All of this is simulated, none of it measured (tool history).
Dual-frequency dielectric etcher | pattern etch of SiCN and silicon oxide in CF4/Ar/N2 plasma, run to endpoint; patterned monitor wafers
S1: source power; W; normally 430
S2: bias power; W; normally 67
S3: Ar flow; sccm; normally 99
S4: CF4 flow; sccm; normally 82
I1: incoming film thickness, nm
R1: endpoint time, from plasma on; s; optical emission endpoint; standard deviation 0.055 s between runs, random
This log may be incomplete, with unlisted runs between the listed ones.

{"run": 1, "hour": 0.0, "S1": 430, "S2": 67, "S3": 99, "S4": 82, "I1": 12.36, "R1": 15.6}
{"hour": 28.5, "done": "source power generator calibrated"}
{"run": 2, "hour": 29.0, "S1": 430, "S2": 67, "S3": 99, "S4": 82, "I1": 12.41, "R1": 15.8}
{"run": 3, "hour": 97.0, "S1": 430, "S2": 67, "S3": 99, "S4": 82, "I1": 12.48, "R1": 16.0}
{"hour": 144.2, "done": "bias power generator calibrated"}
{"run": 4, "hour": 161.7, "S1": 430, "S2": 67, "S3": 99, "S4": 82, "I1": 12.38, "R1": 15.6}
{"run": 5, "hour": 218.7, "S1": 430, "S2": 67, "S3": 99, "S4": 82, "I1": 12.26, "R1": 15.6}
{"hour": 331.7, "done": "wet clean of the chamber"}
{"run": 6, "hour": 332.2, "S1": 430, "S2": 67, "S3": 99, "S4": 82, "I1": 12.44, "R1": 15.2}
{"run": 7, "hour": 379.3, "S1": 430, "S2": 67, "S3": 99, "S4": 82, "I1": 12.49, "R1": 15.5}
{"run": 8, "hour": 466.9, "S1": 430, "S2": 67, "S3": 120, "S4": 98, "I1": 12.35, "R1": 15.5}
{"run": 9, "hour": 519.4, "S1": 430, "S2": 73, "S3": 99, "S4": 82, "I1": 12.54, "R1": 15.3}
{"run": 10, "hour": 594.1, "S1": 340, "S2": 67, "S3": 99, "S4": 77, "I1": 12.38, "R1": 19.3}
{"hour": 656.1, "done": "Ar flow controller replaced"}
{"run": 11, "hour": 687.8, "S1": 520, "S2": 50, "S3": 99, "S4": 82, "I1": 12.29, "R1": 14.6}
{"run": 12, "hour": 768.3, "S1": 470, "S2": 67, "S3": 74, "S4": 82, "I1": 12.46, "R1": 14.3}
{"hour": 782.1, "done": "CF4 flow controller replaced"}
{"run": 13, "hour": 810.0, "S1": 430, "S2": 60, "S3": 99, "S4": 69, "I1": 12.28, "R1": 16.8}
{"run": 14, "hour": 882.3, "S1": 430, "S2": 78, "S3": 99, "S4": 70, "I1": 12.39, "R1": 15.5}
{"hour": 933.3, "done": "wet clean of the chamber"}
{"run": 15, "hour": 958.4, "S1": 430, "S2": 67, "S3": 99, "S4": 82, "I1": 12.37, "R1": 15.1}
{"run": 16, "hour": 1032.4, "S1": 460, "S2": 56, "S3": 91, "S4": 96, "I1": 12.45, "R1": 14.9}
{"run": 17, "hour": 1108.9, "S1": 430, "S2": 67, "S3": 122, "S4": 94, "I1": 12.44, "R1": 15.5}
{"run": 18, "hour": 1147.5, "S1": 430, "S2": 52, "S3": 110, "S4": 82, "I1": 12.56, "R1": 17.2}
{"run": 19, "hour": 1184.2, "S1": 430, "S2": 67, "S3": 117, "S4": 82, "I1": 12.53, "R1": 16.0}
{"run": 20, "hour": 1247.7, "S1": 430, "S2": 67, "S3": 99, "S4": 82, "I1": 12.38, "R1": 15.6}
{"run": 21, "hour": 1326.9, "S1": 510, "S2": 61, "S3": 99, "S4": 91, "I1": 12.44, "R1": 13.8}
{"run": 22, "hour": 1398.4, "S1": 480, "S2": 83, "S3": 99, "S4": 82, "I1": 12.47, "R1": 13.4}
{"run": 23, "hour": 1493.4, "S1": 430, "S2": 67, "S3": 99, "S4": 82, "I1": 12.43, "R1": 15.9}
{"hour": 1601.0, "done": "wet clean of the chamber"}
{"run": 24, "hour": 1722.8, "S1": 430, "S2": 77, "S3": 99, "S4": 82, "I1": 12.32, "R1": 14.7}
{"run": 25, "hour": 2002.7, "S1": 430, "S2": 67, "S3": 99, "S4": 82, "I1": 12.35, "R1": 15.8}

Here are 3 independent what-if runs from the current tool condition. What would each one return?
{"run": "A", "hour": 2003.1, "S1": 430, "S2": 67, "S3": 99, "S4": 82, "I1": 12.32, "R1": "?"}
{"run": "B", "hour": 2003.1, "S1": 370, "S2": 67, "S3": 99, "S4": 67, "I1": 12.32, "R1": "?"}
{"run": "C", "hour": 2003.1, "S1": 430, "S2": 56, "S3": 99, "S4": 93, "I1": 12.32, "R1": "?"}

run=A R1=15.7
run=B R1=18.3
run=C R1=16.4
With the hidden condition removed and each run's random variation left untouched, the same runs would have given:
run=A R1=15.1
run=B R1=17.6
run=C R1=15.7

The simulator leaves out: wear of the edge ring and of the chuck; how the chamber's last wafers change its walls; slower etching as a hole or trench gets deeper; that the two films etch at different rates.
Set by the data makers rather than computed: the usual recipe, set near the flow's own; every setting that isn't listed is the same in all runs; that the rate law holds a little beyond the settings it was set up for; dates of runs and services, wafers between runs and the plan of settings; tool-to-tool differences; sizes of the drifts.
